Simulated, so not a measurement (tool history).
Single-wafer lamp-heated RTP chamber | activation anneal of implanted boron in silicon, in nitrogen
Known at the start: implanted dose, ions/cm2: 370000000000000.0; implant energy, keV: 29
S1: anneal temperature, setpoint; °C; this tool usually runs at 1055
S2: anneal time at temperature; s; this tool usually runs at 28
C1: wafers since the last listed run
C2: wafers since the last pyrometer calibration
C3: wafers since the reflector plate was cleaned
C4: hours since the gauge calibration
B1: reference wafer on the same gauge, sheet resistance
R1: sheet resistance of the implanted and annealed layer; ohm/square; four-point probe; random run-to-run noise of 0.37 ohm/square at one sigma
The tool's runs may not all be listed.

{"run": 1, "day": 0.0, "S1": 1044, "S2": 28, "C1": 0, "C2": 599, "C3": 3622, "C4": 1008.5, "B1": 258.74, "R1": 245.92}
{"run": 2, "day": 1.742, "S1": 1044, "S2": 28, "C1": 364, "C2": 964, "C3": 3987, "C4": 1050.3, "B1": 258.91, "R1": 246.2}
{"run": 3, "day": 4.342, "S1": 1076, "S2": 28, "C1": 544, "C2": 1509, "C3": 4532, "C4": 1112.7, "B1": 258.8, "R1": 244.05}
{"day": 5.579, "done": "reflector plate cleaned"}
{"run": 4, "day": 7.179, "S1": 1076, "S2": 28, "C1": 524, "C2": 2033, "C3": 334, "C4": 1180.8, "B1": 258.86, "R1": 244.3}
{"run": 5, "day": 9.017, "S1": 1048, "S2": 20, "C1": 384, "C2": 2418, "C3": 719, "C4": 1224.9, "B1": 258.58, "R1": 245.99}
{"run": 6, "day": 11.317, "S1": 1048, "S2": 20, "C1": 481, "C2": 2900, "C3": 1201, "C4": 1280.1, "B1": 258.69, "R1": 245.49}
{"run": 7, "day": 12.408, "S1": 1066, "S2": 28, "C1": 228, "C2": 3129, "C3": 1430, "C4": 1306.3, "B1": 258.57, "R1": 244.95}
{"day": 13.225, "done": "pyrometer window cleaned and pyrometer calibrated"}
{"run": 8, "day": 14.283, "S1": 1066, "S2": 28, "C1": 322, "C2": 221, "C3": 1753, "C4": 1351.3, "B1": 258.61, "R1": 244.35}
{"run": 9, "day": 16.612, "S1": 1055, "S2": 28, "C1": 487, "C2": 709, "C3": 2241, "C4": 1407.2, "B1": 258.55, "R1": 244.1}
{"day": 17.346, "done": "gauge calibrated"}
{"run": 10, "day": 17.921, "S1": 1055, "S2": 28, "C1": 274, "C2": 983, "C3": 2515, "C4": 13.8, "B1": 260.3, "R1": 245.97}
{"run": 11, "day": 19.492, "S1": 1055, "S2": 28, "C1": 329, "C2": 1312, "C3": 2844, "C4": 51.5, "B1": 260.06, "R1": 246.56}
{"run": 12, "day": 20.542, "S1": 1055, "S2": 28, "C1": 219, "C2": 1532, "C3": 3064, "C4": 76.7, "B1": 260.3, "R1": 246.07}
{"run": 13, "day": 22.571, "S1": 1055, "S2": 28, "C1": 425, "C2": 1957, "C3": 3489, "C4": 125.4, "B1": 260.04, "R1": 246.88}
{"run": 14, "day": 24.133, "S1": 1041, "S2": 20, "C1": 327, "C2": 2284, "C3": 3816, "C4": 162.9, "B1": 260.18, "R1": 247.79}
{"run": 15, "day": 26.971, "S1": 1055, "S2": 28, "C1": 594, "C2": 2879, "C3": 4411, "C4": 231, "B1": 260.16, "R1": 246.04}
{"day": 30.146, "done": "reflector plate cleaned"}
{"run": 16, "day": 30.167, "S1": 1077, "S2": 36, "C1": 599, "C2": 3479, "C3": 4, "C4": 307.7, "B1": 259.73, "R1": 244.81}
{"run": 17, "day": 30.933, "S1": 1063, "S2": 37, "C1": 160, "C2": 3639, "C3": 164, "C4": 326.1, "B1": 259.96, "R1": 245.41}
{"day": 32.071, "done": "pyrometer window cleaned and pyrometer calibrated"}
{"run": 18, "day": 32.138, "S1": 1046, "S2": 39, "C1": 182, "C2": 13, "C3": 347, "C4": 355, "B1": 259.81, "R1": 246.29}
{"run": 19, "day": 34.608, "S1": 1055, "S2": 20, "C1": 517, "C2": 531, "C3": 864, "C4": 414.3, "B1": 259.69, "R1": 246.29}
{"run": 20, "day": 37.246, "S1": 1055, "S2": 14, "C1": 552, "C2": 1084, "C3": 1417, "C4": 477.6, "B1": 259.66, "R1": 246.91}
{"run": 21, "day": 38.321, "S1": 1029, "S2": 17, "C1": 225, "C2": 1309, "C3": 1642, "C4": 503.4, "B1": 259.73, "R1": 248.61}
{"run": 22, "day": 40.096, "S1": 1055, "S2": 28, "C1": 371, "C2": 1681, "C3": 2014, "C4": 546, "B1": 259.6, "R1": 245.51}
{"run": 23, "day": 42.042, "S1": 1083, "S2": 43, "C1": 407, "C2": 2088, "C3": 2421, "C4": 592.7, "B1": 259.53, "R1": 243.55}
{"run": 24, "day": 43.325, "S1": 1044, "S2": 28, "C1": 268, "C2": 2357, "C3": 2690, "C4": 623.5, "B1": 259.48, "R1": 246.13}
{"run": 25, "day": 44.696, "S1": 1027, "S2": 38, "C1": 287, "C2": 2644, "C3": 2977, "C4": 656.4, "B1": 259.57, "R1": 247.34}
{"run": 26, "day": 47.079, "S1": 1047, "S2": 28, "C1": 499, "C2": 3144, "C3": 3477, "C4": 713.6, "B1": 259.56, "R1": 245.51}
{"run": 27, "day": 48.975, "S1": 1055, "S2": 28, "C1": 397, "C2": 3541, "C3": 3874, "C4": 759.1, "B1": 259.44, "R1": 245.37}
{"run": 28, "day": 51.904, "S1": 1028, "S2": 20, "C1": 613, "C2": 4154, "C3": 4488, "C4": 829.4, "B1": 259.37, "R1": 247.88}
{"day": 52.55, "done": "pyrometer window cleaned and pyrometer calibrated"}
{"run": 29, "day": 54.829, "S1": 1070, "S2": 41, "C1": 542, "C2": 477, "C3": 5031, "C4": 899.6, "B1": 259.15, "R1": 243.56}
{"run": 30, "day": 57.312, "S1": 1055, "S2": 28, "C1": 520, "C2": 997, "C3": 5551, "C4": 959.2, "B1": 259.05, "R1": 245.34}
{"day": 57.646, "done": "reflector plate cleaned"}
{"run": 31, "day": 59.546, "S1": 1055, "S2": 28, "C1": 398, "C2": 1395, "C3": 398, "C4": 1012.8, "B1": 259.16, "R1": 245.12}
{"run": 32, "day": 62.954, "S1": 1055, "S2": 28, "C1": 714, "C2": 2109, "C3": 1112, "C4": 1094.6, "B1": 258.9, "R1": 245.35}
{"run": 33, "day": 64.879, "S1": 1055, "S2": 28, "C1": 403, "C2": 2513, "C3": 1515, "C4": 1140.8, "B1": 258.89, "R1": 245.37}
{"run": 34, "day": 66.9, "S1": 1055, "S2": 13, "C1": 423, "C2": 2936, "C3": 1938, "C4": 1189.3, "B1": 258.65, "R1": 246.28}
{"run": 35, "day": 68.025, "S1": 1069, "S2": 35, "C1": 235, "C2": 3172, "C3": 2174, "C4": 1216.3, "B1": 258.73, "R1": 243.97}

Hidden state or all else? Some run-to-run changes of R1, split into what the settings, what came in and random variation would give without the hidden state, and what is left for the hidden state (with any gauge scatter that isn't in both results):
Hidden state present: true wafer temperature minus pyrometer reading, K; wafer temperature error from the tarnished reflector plate, K; gauge reads high (%).
Run 9 -> 10: gauge calibrated. R1 +1.87 ohm/square: hidden state +1.74, all else +0.13.
Run 14 -> 15: S1 1041 -> 1055, S2 20 -> 28. R1 -1.75 ohm/square: hidden state -0.09, all else -1.66.
Run 21 -> 22: S1 1029 -> 1055, S2 17 -> 28. R1 -3.1 ohm/square: hidden state -0.05, all else -3.05.
Run 23 -> 24: S1 1083 -> 1044, S2 43 -> 28. R1 +2.58 ohm/square: hidden state -0.03, all else +2.61.
Run 28 -> 29: S1 1028 -> 1070, S2 20 -> 41, pyrometer window cleaned and pyrometer calibrated. R1 -4.32 ohm/square: hidden state -0.07, all else -4.25.
Run 31 -> 32: no setting changed, nothing entered. R1 +0.23 ohm/square: hidden state -0.1, all else +0.33.
